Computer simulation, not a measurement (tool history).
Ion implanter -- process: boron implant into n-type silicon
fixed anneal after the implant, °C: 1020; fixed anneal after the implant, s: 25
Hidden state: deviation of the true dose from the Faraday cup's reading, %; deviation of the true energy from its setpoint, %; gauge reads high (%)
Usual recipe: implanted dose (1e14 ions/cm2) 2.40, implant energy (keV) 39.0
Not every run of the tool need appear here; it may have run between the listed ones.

run,hour,implanted dose (1e14 ions/cm2),implant energy (keV),wafers since the last listed run,hours since the last dose calibration,hours since the extraction supply was calibrated,hours since the gauge calibration,"read-back reference wafer on the same gauge, sheet resistance",sheet resistance of the implanted and annealed layer (ohm/square)
1,0.0,2.40,39.0,0,1991.1,2321.0,403.2,456.93,410.11
2,35.3,2.40,39.0,739,2026.4,2356.3,438.5,457.02,409.82
3,67.4,2.77,39.0,672,2058.5,2388.4,470.6,456.90,366.66
4,99.7,2.77,39.0,676,2090.8,2420.7,502.9,457.01,367.44
5,130.5,2.40,30.0,645,2121.6,2451.5,533.7,456.82,422.70
6,181.0,2.40,30.0,1057,2172.1,2502.0,584.2,457.23,423.92
7,212.4,2.40,39.0,657,2203.5,2533.4,615.6,457.04,409.94
8,230.8,2.40,39.0,385,2221.9,2551.8,634.0,457.27,410.86
# hour 252.3: extraction supply calibrated
9,262.7,2.40,39.0,500,2253.8,10.4,665.9,456.98,410.49
10,296.5,2.40,39.0,707,2287.6,44.2,699.7,456.82,410.67
11,312.3,2.40,39.0,330,2303.4,60.0,715.5,456.87,409.45
12,333.7,2.40,39.0,448,2324.8,81.4,736.9,457.04,410.37
13,369.1,2.40,39.0,741,2360.2,116.8,772.3,457.15,410.73
14,387.8,2.40,39.0,391,2378.9,135.5,791.0,457.24,410.91
15,407.7,2.85,30.0,416,2398.8,155.4,810.9,457.17,369.36
16,424.3,2.40,39.0,347,2415.4,172.0,827.5,457.05,410.68
17,500.6,1.86,28.5,1598,2491.7,248.3,903.8,457.27,521.38
18,523.9,2.91,32.0,488,2515.0,271.6,927.1,457.05,361.53
19,556.8,2.40,39.0,689,2547.9,304.5,960.0,457.25,410.12
20,570.5,1.76,28.0,286,2561.6,318.2,973.7,456.76,547.05
# hour 590.1: gauge calibrated
21,603.8,2.40,32.0,697,2594.9,351.5,13.7,456.99,419.90
# hour 613.8: Faraday cup replaced and dose calibrated
22,623.9,3.04,43.5,253,10.1,371.6,33.8,456.74,325.86
23,654.2,1.81,49.5,634,40.4,401.9,64.1,456.72,474.71
24,678.3,1.74,28.0,504,64.5,426.0,88.2,456.79,532.69
25,704.4,3.01,26.5,546,90.6,452.1,114.3,456.91,346.95
26,724.5,2.40,39.0,421,110.7,472.2,134.4,456.73,397.79
27,745.9,2.90,45.0,448,132.1,493.6,155.8,456.91,337.60
28,773.6,2.69,39.0,580,159.8,521.3,183.5,457.04,365.63

Measured less the same run without the tool's hidden state. The same run-to-run variation is in both; the gauge's scatter may not be:
run,sheet resistance of the implanted and annealed layer (ohm/square)
1,+16.60
2,+16.64
3,+15.21
4,+15.28
5,+17.71
6,+17.82
7,+16.90
8,+16.95
9,+16.98
10,+17.03
11,+16.99
12,+17.05
13,+17.11
14,+17.13
15,+15.96
16,+17.16
17,+22.03
18,+15.69
19,+17.26
20,+23.13
21,+18.00
22,+2.80
23,+4.46
24,+5.95
25,+4.47
26,+5.30
27,+4.90
28,+5.75
